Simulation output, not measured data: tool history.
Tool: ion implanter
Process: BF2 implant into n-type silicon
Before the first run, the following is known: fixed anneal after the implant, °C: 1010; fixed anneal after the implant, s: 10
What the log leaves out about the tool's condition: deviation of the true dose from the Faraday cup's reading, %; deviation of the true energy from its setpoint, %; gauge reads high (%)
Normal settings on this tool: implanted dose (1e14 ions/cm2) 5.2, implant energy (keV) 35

run	hour	implanted dose (1e14 ions/cm2)	implant energy (keV)	wafers since the last listed run	hours since the last dose calibration	hours since the extraction supply was calibrated	hours since the gauge calibration	read-back reference wafer on the same gauge, sheet resistance	sheet resistance of the implanted and annealed layer (ohm/square)
1	0	5.2	35	0	271.1	3404	72.1	198.89	234.28
2	102.5	4.4	35	3118	373.6	3506.5	174.6	199.19	272.86
# hour 244.8: Faraday cup replaced and dose calibrated
3	425.1	5.2	35	9572	180.3	3829.1	497.2	199.46	235.95
4	480.8	5.2	35	1694	236	3884.8	552.9	198.86	238.21
5	533.1	5.2	35	1591	288.3	3937.1	605.2	199.09	235.62
6	606.4	5.2	32.5	2230	361.6	4010.4	678.5	199.02	240.89
7	659.3	5.2	28	1609	414.5	4063.3	731.4	199.2	246.96
8	724.2	5.2	28	1974	479.4	4128.2	796.3	199.03	249.08
9	798.8	5.2	28	2269	554	4202.8	870.9	198.86	247.76
# hour 849.8: Faraday cup replaced and dose calibrated
10	905	5.2	35	2988	55.2	4309	977.1	198.77	233.33
11	945.4	5.2	35	1229	95.6	4349.4	1017.5	199.05	234.21
12	1019.8	5.2	35	2263	170	4423.8	1091.9	198.8	235.75
13	1114.3	5.2	31	2875	264.5	4518.3	1186.4	199.06	240.86
14	1220.9	6.43	35	3243	371.1	4624.9	1293	198.82	201.87
15	1297.9	6.43	35	2342	448.1	4701.9	1370	198.98	205.2
16	1402.4	5.2	35	3179	552.6	4806.4	1474.5	198.89	239.4
# hour 1413.7: Faraday cup replaced and dose calibrated
17	1452.4	5.2	35	1277	38.7	4856.4	1524.5	199.34	229.91
18	1507.5	5.2	35	1676	93.8	4911.5	1579.6	198.84	231.68
19	1598.8	4.22	31.5	2778	185.1	5002.8	1670.9	198.78	284.35
20	1686.6	3.92	30.5	2671	272.9	5090.6	1758.7	199.23	305.82
# hour 1774.1: extraction supply calibrated
21	1784.8	5.2	46.5	2744	371.1	10.7	1856.9	198.9	228.81
22	1883.3	4.1	24	2997	469.6	109.2	1955.4	199.01	304.41
# hour 1920.7: Faraday cup replaced and dose calibrated
# hour 1964.8: gauge calibrated
23	1990.7	4.73	47	3024	70	216.6	25.9	199.28	243.09
24	2030.8	6.1	38.5	1220	110.1	256.7	66	199.15	202.71
25	2111.4	5.85	44	2452	190.7	337.3	146.6	199.06	207.03
26	2191.3	6.31	23	2431	270.6	417.2	226.5	199.24	227.18
27	2261.2	6.38	29	2126	340.5	487.1	296.4	199.27	212.3
28	2327.6	3.99	35	2020	406.9	553.5	362.8	198.99	298.62
29	2413.2	6.41	31.5	2604	492.5	639.1	448.4	199.15	207.49
# hour 2430: Faraday cup replaced and dose calibrated
30	2455	5.2	35	1028	25	680.9	490.2	198.89	231.79
31	2491.5	5.97	35	1110	61.5	717.4	526.7	198.96	208.64
32	2575.6	5.2	35	2558	145.6	801.5	610.8	198.87	232.15
33	2642.2	3.86	42	2026	212.2	868.1	677.4	198.99	301.02
34	2750.1	4.11	35	3283	320.1	976	785.3	199.2	291.2
35	2842.9	4.03	39.5	2823	412.9	1068.8	878.1	199.2	292.3
36	2912.5	5.2	35	2117	482.5	1138.4	947.7	199.02	240.68
37	2951	5.2	28	1171	521	1176.9	986.2	199.45	248.93

Branching from run 37: 4 alternative next runs. What would each branch give?
A	2951.4	5.2	44	12	521.4	1177.3	986.6	?	?
B	2951.4	5.75	26	12	521.4	1177.3	986.6	?	?
C	2951.4	4.07	30	12	521.4	1177.3	986.6	?	?
D	2951.4	5.2	29.5	12	521.4	1177.3	986.6	?	?

run	read-back reference wafer on the same gauge, sheet resistance	sheet resistance of the implanted and annealed layer (ohm/square)
A	198.86	233.59
B	198.86	236.3
C	198.86	301.68
D	198.86	247.44
Stripped of hidden state, with their random variation kept, the same runs would have yielded:
run	sheet resistance of the implanted and annealed layer (ohm/square)
A	223.48
B	228.36
C	288.83
D	237.91

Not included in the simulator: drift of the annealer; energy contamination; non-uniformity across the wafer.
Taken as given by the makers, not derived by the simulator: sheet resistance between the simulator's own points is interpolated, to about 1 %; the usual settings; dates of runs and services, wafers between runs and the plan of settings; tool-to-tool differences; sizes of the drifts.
